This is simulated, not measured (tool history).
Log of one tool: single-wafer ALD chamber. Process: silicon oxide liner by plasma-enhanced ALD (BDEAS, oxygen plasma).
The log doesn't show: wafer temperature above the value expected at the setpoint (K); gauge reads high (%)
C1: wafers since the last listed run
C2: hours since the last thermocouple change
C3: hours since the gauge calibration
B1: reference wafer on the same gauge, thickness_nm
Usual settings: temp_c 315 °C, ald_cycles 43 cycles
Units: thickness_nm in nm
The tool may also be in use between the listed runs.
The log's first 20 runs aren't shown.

Run 21, hour 226.5: usual settings but temp_c 321 °C, ald_cycles 47 cycles; C1 44; C2 48.8; C3 44.8; B1 3.729. Result: thickness_nm 4.615 nm.
Run 22, hour 242.5: usual settings but temp_c 303 °C, ald_cycles 38 cycles; C1 108; C2 64.8; C3 60.8; B1 3.731. Result: thickness_nm 3.817 nm.
Run 23, hour 256.3: usual settings; C1 93; C2 78.6; C3 74.6; B1 3.73. Result: thickness_nm 4.263 nm.
Run 24, hour 273: usual settings but temp_c 321 °C; C1 113; C2 95.3; C3 91.3; B1 3.73. Result: thickness_nm 4.195 nm.
Run 25, hour 283.1: usual settings but temp_c 310 °C, ald_cycles 48 cycles; C1 68; C2 105.4; C3 101.4; B1 3.729. Result: thickness_nm 4.829 nm.
Run 26, hour 297.3: usual settings but temp_c 303 °C, ald_cycles 46 cycles; C1 96; C2 119.6; C3 115.6; B1 3.743. Result: thickness_nm 4.628 nm.
Run 27, hour 306.4: usual settings but temp_c 329 °C, ald_cycles 48 cycles; C1 61; C2 128.7; C3 124.7; B1 3.728. Result: thickness_nm 4.652 nm.
Run 28, hour 323.8: usual settings but temp_c 301 °C, ald_cycles 47 cycles; C1 118; C2 146.1; C3 142.1; B1 3.724. Result: thickness_nm 4.769 nm.
Run 29, hour 334.6: usual settings but temp_c 304 °C, ald_cycles 35 cycles; C1 73; C2 156.9; C3 152.9; B1 3.736. Result: thickness_nm 3.544 nm.
Run 30, hour 349.2: usual settings; C1 99; C2 171.5; C3 167.5; B1 3.729. Result: thickness_nm 4.26 nm.
Run 31, hour 365.6: usual settings but temp_c 305 °C, ald_cycles 34 cycles; C1 111; C2 187.9; C3 183.9; B1 3.723. Result: thickness_nm 3.433 nm.

5 ways to go on from here, each from the tool as it stands after run 31. What would each give?
Run A, hour 366.1: usual settings; C1 3; C2 188.4; C3 184.4; B1 ?. Result: thickness_nm ?.
Run B, hour 366.1: usual settings but temp_c 326 °C, ald_cycles 37 cycles; C1 3; C2 188.4; C3 184.4; B1 ?. Result: thickness_nm ?.
Run C, hour 366.1: usual settings but temp_c 307 °C, ald_cycles 40 cycles; C1 3; C2 188.4; C3 184.4; B1 ?. Result: thickness_nm ?.
Run D, hour 366.1: usual settings but ald_cycles 37 cycles; C1 3; C2 188.4; C3 184.4; B1 ?. Result: thickness_nm ?.
Run E, hour 366.1: usual settings but ald_cycles 48 cycles; C1 3; C2 188.4; C3 184.4; B1 ?. Result: thickness_nm ?.

run     B1  thickness_nm
  A  3.729         4.268
  B  3.729         3.607
  C  3.729         4.022
  D  3.729         3.673
  E  3.729         4.764
Without the tool's hidden state the same runs would have given:
run  thickness_nm
  A         4.268
  B         3.607
  C         4.022
  D         3.673
  E         4.764

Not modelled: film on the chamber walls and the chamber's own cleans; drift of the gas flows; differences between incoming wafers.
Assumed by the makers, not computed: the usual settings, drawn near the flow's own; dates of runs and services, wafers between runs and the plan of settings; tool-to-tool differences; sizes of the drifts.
